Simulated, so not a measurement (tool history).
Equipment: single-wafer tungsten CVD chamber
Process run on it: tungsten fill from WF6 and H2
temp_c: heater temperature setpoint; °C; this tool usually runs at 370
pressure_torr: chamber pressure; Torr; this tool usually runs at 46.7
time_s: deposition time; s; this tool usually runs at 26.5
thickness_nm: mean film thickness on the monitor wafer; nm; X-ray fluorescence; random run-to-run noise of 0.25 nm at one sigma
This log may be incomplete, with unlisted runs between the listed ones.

run,hour,temp_c,pressure_torr,time_s,"read-back reference wafer on the same gauge, thickness_nm",thickness_nm
1,0,362,46.7,25.3,44.026,39.299
2,12.2,362,46.7,25.3,44.019,38.891
3,29.7,362,46.7,25.3,43.975,39.31
4,37.1,370,46.7,26.5,43.976,48.058
5,51.2,379,46.7,26.5,43.988,56.411
6,67.5,379,46.7,26.5,44.011,56.898
7,80,379,46.7,26.5,44.026,56.613
8,93.1,362,46.7,25.3,43.977,38.922
# hour 101.5: thermocouple changed; heater temperature recalibrated
9,101.9,370,42.7,21.4,43.991,34.322
# hour 117.6: gauge calibrated
# hour 125.7: showerhead replaced
# hour 132.8: thermocouple changed; heater temperature recalibrated, repeated, since the last time left the tool worse
10,133.3,363,46.7,26.5,44.018,46.327
11,133.6,362,39.1,26.5,43.986,41.383
12,134.4,355,43.3,31.8,43.98,45.068
# hour 159.3: capacitance manometer re-zeroed and calibrated
13,180.9,370,46.7,26.5,44.011,52.33
14,198.1,370,46.7,26.5,43.998,51.799
15,205.6,370,46.7,22.9,44.014,44.792

Some steps in thickness_nm between neighbouring runs. How much of each would the tool show without its hidden state too (settings, what came in, random variation), and how much is left for the hidden state, with any gauge scatter that isn't in both results?
Hidden conditions of the tool in this case: wafer temperature above the value expected at the setpoint (K); true pressure above the setpoint (%); gauge reads high (%).
Run 7 -> 8: temp_c 379 -> 362, time_s 26.5 -> 25.3. thickness_nm -17.691 nm: hidden state +1.245, all else -18.936.
Run 9 -> 10: temp_c 370 -> 363, pressure_torr 42.7 -> 46.7, time_s 21.4 -> 26.5, gauge calibrated, showerhead replaced, thermocouple changed; heater temperature recalibrated, repeated, since the last time left the tool worse. thickness_nm +12.005 nm: hidden state +5.997, all else +6.008.

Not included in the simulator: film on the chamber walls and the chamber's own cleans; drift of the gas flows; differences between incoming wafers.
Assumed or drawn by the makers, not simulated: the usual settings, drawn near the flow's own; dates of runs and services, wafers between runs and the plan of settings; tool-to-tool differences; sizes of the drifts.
